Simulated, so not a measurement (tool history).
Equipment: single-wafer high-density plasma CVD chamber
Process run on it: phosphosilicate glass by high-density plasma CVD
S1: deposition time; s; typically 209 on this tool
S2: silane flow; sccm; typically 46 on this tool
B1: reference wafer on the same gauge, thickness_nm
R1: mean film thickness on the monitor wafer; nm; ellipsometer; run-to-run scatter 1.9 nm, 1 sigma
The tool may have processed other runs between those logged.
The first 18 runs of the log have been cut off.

run	hour	S1	S2	B1	R1
19	463.7	209	46	810.339	849.373
20	487.2	209	46	809.997	847.274
21	503.5	209	46	809.877	848.446
22	537.9	209	51	809.934	944.215
23	573.6	220	46	809.938	892.283
# hour 583.4: silane flow controller replaced
24	607.2	230	46	809.964	1001.708
25	629.6	187	40	810.034	709.305
26	645.2	245	46	809.911	1067.401
27	663.4	209	46	809.894	909.830
28	680.5	209	46	809.720	910.149
29	711.4	177	55	810.119	924.595
30	742.7	209	38	810.096	752.258
31	761.2	223	49	810.028	1036.992
32	784.9	236	38	810.233	853.608
33	819.2	168	43	809.949	684.346
34	894.4	209	43	809.807	852.611
35	928.8	228	54	810.051	1170.251
36	949.7	209	46	809.543	915.401

Estimate the outcome of run 37 from the log above:
37	971.7	242	38	?	?

{"run 37": {"B1": 810.069, "R1": 874.593}}
On a tool with no hidden condition, and with the same random variation, this run would have come out at R1 875.932 nm.
